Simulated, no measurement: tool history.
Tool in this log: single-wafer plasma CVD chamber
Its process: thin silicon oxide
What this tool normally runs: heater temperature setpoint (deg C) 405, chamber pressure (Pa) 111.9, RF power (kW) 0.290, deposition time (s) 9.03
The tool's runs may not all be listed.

run   hour  heater temperature setpoint (deg C)  chamber pressure (Pa)  RF power (kW)  deposition time (s)  read-back reference wafer on the same gauge, thickness_nm  mean film thickness on the monitor wafer (Å)
  1    0.0                                  397                  111.9          0.290                 7.97                                                     18.027                                        157.74
  2   16.6                                  400                  111.9          0.290                 9.03                                                     18.017                                        179.40
  3   29.4                                  400                  111.9          0.290                 9.03                                                     18.008                                        179.64
  4   53.7                                  400                  111.9          0.290                 9.03                                                     18.003                                        180.03
  5   71.2                                  405                  104.7          0.290                 9.03                                                     17.998                                        171.50
  6   96.6                                  412                   91.3          0.310                 8.09                                                     17.971                                        144.78
     106.8  -- capacitance manometer re-zeroed and calibrated
  7  109.0                                  405                  101.5          0.290                 9.03                                                     17.965                                        167.71
     169.1  -- gauge calibrated
  8  201.0                                  395                  127.7          0.290                 9.03                                                     18.379                                        200.13
  9  213.3                                  405                  111.9          0.290                 9.03                                                     18.385                                        183.42
 10  232.3                                  405                  111.9          0.290                 9.03                                                     18.365                                        182.45
 11  249.5                                  405                  111.9          0.290                 9.03                                                     18.341                                        181.69
 12  262.2                                  405                  111.9          0.290                 9.03                                                     18.347                                        182.27
 13  289.8                                  405                  111.9          0.290                 9.03                                                     18.328                                        182.10
 14  308.0                                  405                  111.9          0.290                10.11                                                     18.318                                        202.25
 15  322.9                                  405                  134.5          0.260                 9.03                                                     18.307                                        192.67
 16  344.9                                  405                  111.9          0.290                 9.03                                                     18.302                                        181.48
 17  375.5                                  405                  111.9          0.290                 9.03                                                     18.278                                        182.00
 18  391.3                                  405                  103.3          0.335                 9.03                                                     18.283                                        183.97
 19  424.3                                  415                  104.7          0.290                 9.03                                                     18.261                                        173.16
 20  455.8                                  405                  111.9          0.335                 9.03                                                     18.250                                        192.83
 21  474.2                                  392                   86.5          0.320                10.01                                                     18.228                                        179.46
 22  509.6                                  405                  111.9          0.290                 9.03                                                     18.220                                        181.14
 23  526.0                                  405                  111.9          0.240                 9.03                                                     18.210                                        165.79
 24  551.8                                  405                  111.9          0.290                 9.03                                                     18.183                                        179.94
 25  579.0                                  420                  111.9          0.305                 9.03                                                     18.177                                        182.08
 26  599.7                                  412                  111.9          0.290                 9.03                                                     18.174                                        180.67
 27  621.3                                  405                   84.9          0.290                10.12                                                     18.153                                        170.45
 28  645.8                                  405                  111.9          0.290                 9.03                                                     18.137                                        180.39
     659.0  -- RF generator calibrated
 29  675.9                                  400                  103.5          0.275                 8.36                                                     18.125                                        155.75

4 ways to go on from here, each from the tool as it stands after run 29. What would each give?
  A  676.3                                  405                  111.9          0.290                 9.03                                                          ?                                             ?
  B  676.3                                  391                  111.9          0.290                 9.03                                                          ?                                             ?
  C  676.3                                  405                  126.1          0.290                10.25                                                          ?                                             ?
  D  676.3                                  414                  111.9          0.290                 9.03                                                          ?                                             ?

run  read-back reference wafer on the same gauge, thickness_nm  mean film thickness on the monitor wafer (Å)
  A                                                     18.117                                        180.30
  B                                                     18.117                                        182.00
  C                                                     18.117                                        219.31
  D                                                     18.117                                        179.23
Take away the tool's hidden state, keep each run's random variation, and the runs would have read:
run  mean film thickness on the monitor wafer (Å)
  A                                        183.07
  B                                        184.80
  C                                        222.68
  D                                        181.98
